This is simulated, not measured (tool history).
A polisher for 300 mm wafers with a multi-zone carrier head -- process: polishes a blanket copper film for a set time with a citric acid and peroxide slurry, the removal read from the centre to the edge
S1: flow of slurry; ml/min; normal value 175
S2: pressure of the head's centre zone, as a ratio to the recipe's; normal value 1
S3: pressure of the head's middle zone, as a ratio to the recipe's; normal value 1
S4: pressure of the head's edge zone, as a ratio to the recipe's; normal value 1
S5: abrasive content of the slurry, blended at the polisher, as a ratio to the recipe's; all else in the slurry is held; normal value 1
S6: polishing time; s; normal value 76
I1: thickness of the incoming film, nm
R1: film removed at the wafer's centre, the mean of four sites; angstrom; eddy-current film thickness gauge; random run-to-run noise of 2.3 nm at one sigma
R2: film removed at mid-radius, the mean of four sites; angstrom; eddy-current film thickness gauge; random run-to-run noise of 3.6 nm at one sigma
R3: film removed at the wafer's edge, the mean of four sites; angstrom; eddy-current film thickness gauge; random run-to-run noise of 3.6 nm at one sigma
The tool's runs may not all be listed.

{"run": 1, "hour": 0.0, "S1": 175, "S2": 1, "S3": 1, "S4": 1, "S5": 1, "S6": 76, "I1": 1008.1, "R1": 2726, "R2": 2908, "R3": 2868}
{"hour": 2.2, "done": "slurry nozzle cleaned"}
{"run": 2, "hour": 62.6, "S1": 195, "S2": 1, "S3": 1, "S4": 1, "S5": 1.3, "S6": 76, "I1": 1009, "R1": 2910, "R2": 3201, "R3": 2945}
{"hour": 84.6, "done": "edge zone pressure recalibrated"}
{"hour": 96.4, "done": "centre zone pressure recalibrated"}
{"run": 3, "hour": 114.2, "S1": 200, "S2": 1.07, "S3": 0.96, "S4": 1, "S5": 1, "S6": 64, "I1": 1017.5, "R1": 2880, "R2": 2357, "R3": 2360}
{"run": 4, "hour": 150.3, "S1": 220, "S2": 1, "S3": 1, "S4": 1, "S5": 1, "S6": 76, "I1": 995, "R1": 3269, "R2": 3077, "R3": 2848}
{"run": 5, "hour": 210.6, "S1": 175, "S2": 1, "S3": 1, "S4": 1, "S5": 1, "S6": 76, "I1": 1009.8, "R1": 3163, "R2": 2910, "R3": 2811}
{"run": 6, "hour": 268.0, "S1": 175, "S2": 1, "S3": 1, "S4": 1, "S5": 1.25, "S6": 76, "I1": 1007, "R1": 3270, "R2": 3114, "R3": 2931}
{"run": 7, "hour": 317.4, "S1": 140, "S2": 1, "S3": 1.06, "S4": 1, "S5": 1.15, "S6": 76, "I1": 1024.1, "R1": 3055, "R2": 2956, "R3": 2745}
{"run": 8, "hour": 351.0, "S1": 175, "S2": 1, "S3": 1, "S4": 1, "S5": 1, "S6": 94, "I1": 992.4, "R1": 3879, "R2": 3610, "R3": 3484}
{"hour": 384.7, "done": "worn pad replaced by a new one"}
{"run": 9, "hour": 393.2, "S1": 200, "S2": 1.08, "S3": 1, "S4": 1, "S5": 1, "S6": 76, "I1": 1025.6, "R1": 3387, "R2": 3033, "R3": 2817}
{"hour": 435.9, "done": "centre zone pressure recalibrated, repeated, since the last time left the tool worse"}
{"hour": 447.6, "done": "slurry nozzle cleaned"}
{"run": 10, "hour": 460.9, "S1": 175, "S2": 0.97, "S3": 0.89, "S4": 1, "S5": 1, "S6": 76, "I1": 1028.1, "R1": 2781, "R2": 2603, "R3": 2731}
{"hour": 465.4, "done": "edge zone pressure recalibrated"}
{"run": 11, "hour": 499.3, "S1": 175, "S2": 1.03, "S3": 0.94, "S4": 1.12, "S5": 1, "S6": 76, "I1": 1010.1, "R1": 2971, "R2": 2795, "R3": 2903}
{"run": 12, "hour": 527.2, "S1": 140, "S2": 1, "S3": 1, "S4": 1, "S5": 1, "S6": 60, "I1": 1015.1, "R1": 2148, "R2": 2275, "R3": 2146}
{"run": 13, "hour": 585.6, "S1": 200, "S2": 1.08, "S3": 1, "S4": 1, "S5": 1, "S6": 76, "I1": 991.8, "R1": 3100, "R2": 2942, "R3": 2866}
{"run": 14, "hour": 610.1, "S1": 175, "S2": 1, "S3": 1, "S4": 1, "S5": 0.85, "S6": 65, "I1": 1018.4, "R1": 2359, "R2": 2406, "R3": 2341}
{"run": 15, "hour": 667.3, "S1": 175, "S2": 1, "S3": 0.95, "S4": 0.96, "S5": 0.85, "S6": 76, "I1": 1011.2, "R1": 2765, "R2": 2628, "R3": 2663}
{"run": 16, "hour": 718.8, "S1": 120, "S2": 1, "S3": 1, "S4": 0.9, "S5": 1, "S6": 100, "I1": 1008.7, "R1": 3399, "R2": 3533, "R3": 3318}
{"run": 17, "hour": 785.2, "S1": 175, "S2": 0.94, "S3": 1, "S4": 0.91, "S5": 1, "S6": 89, "I1": 996.1, "R1": 3130, "R2": 3394, "R3": 3194}
{"hour": 834.3, "done": "carrier head's membrane replaced by a new one"}
{"run": 18, "hour": 836.0, "S1": 235, "S2": 1, "S3": 1, "S4": 1, "S5": 1, "S6": 102, "I1": 1023.9, "R1": 4018, "R2": 4141, "R3": 3876}
{"hour": 865.9, "done": "worn pad replaced by a new one"}
{"hour": 867.9, "done": "edge zone pressure recalibrated"}
{"run": 19, "hour": 896.5, "S1": 175, "S2": 1, "S3": 1, "S4": 1.04, "S5": 1, "S6": 76, "I1": 1009.5, "R1": 2881, "R2": 3003, "R3": 2872}
{"run": 20, "hour": 920.9, "S1": 175, "S2": 1, "S3": 1, "S4": 1, "S5": 1, "S6": 76, "I1": 1008.7, "R1": 2830, "R2": 2949, "R3": 2773}
{"hour": 941.3, "done": "slurry nozzle cleaned"}
{"run": 21, "hour": 974.8, "S1": 175, "S2": 1, "S3": 1, "S4": 1, "S5": 1, "S6": 76, "I1": 1012.9, "R1": 2850, "R2": 3015, "R3": 2793}
{"run": 22, "hour": 1012.6, "S1": 175, "S2": 1, "S3": 1, "S4": 1, "S5": 1, "S6": 76, "I1": 1017.9, "R1": 2787, "R2": 2881, "R3": 2750}

For each run, the measured value with the value that run would have given without the tool's hidden condition subtracted. The run-to-run variation is shared by both, the gauge scatter possibly not:
Hidden state at play: removal rate lost through wear of the pad, %; slurry flow missing at the pad, %; deviation of the centre zone's pressure from its setpoint, %; deviation of the edge zone's pressure from its setpoint, %.
run=1 R1=-126
run=2 R1=-152
run=3 R1=+243
run=4 R1=+276
run=5 R1=+267
run=6 R1=+274
run=7 R1=+253
run=8 R1=+319
run=9 R1=+275
run=10 R1=-10
run=11 R1=-11
run=12 R1=-8
run=13 R1=-14
run=14 R1=-11
run=15 R1=-16
run=16 R1=-24
run=17 R1=-29
run=18 R1=-43
run=19 R1=-38
run=20 R1=-41
run=21 R1=-48
run=22 R1=-52
R2: at most 2 angstrom away from the measurement, every run.
R3: measured minus the no-hidden-state value equals 0 in all runs.
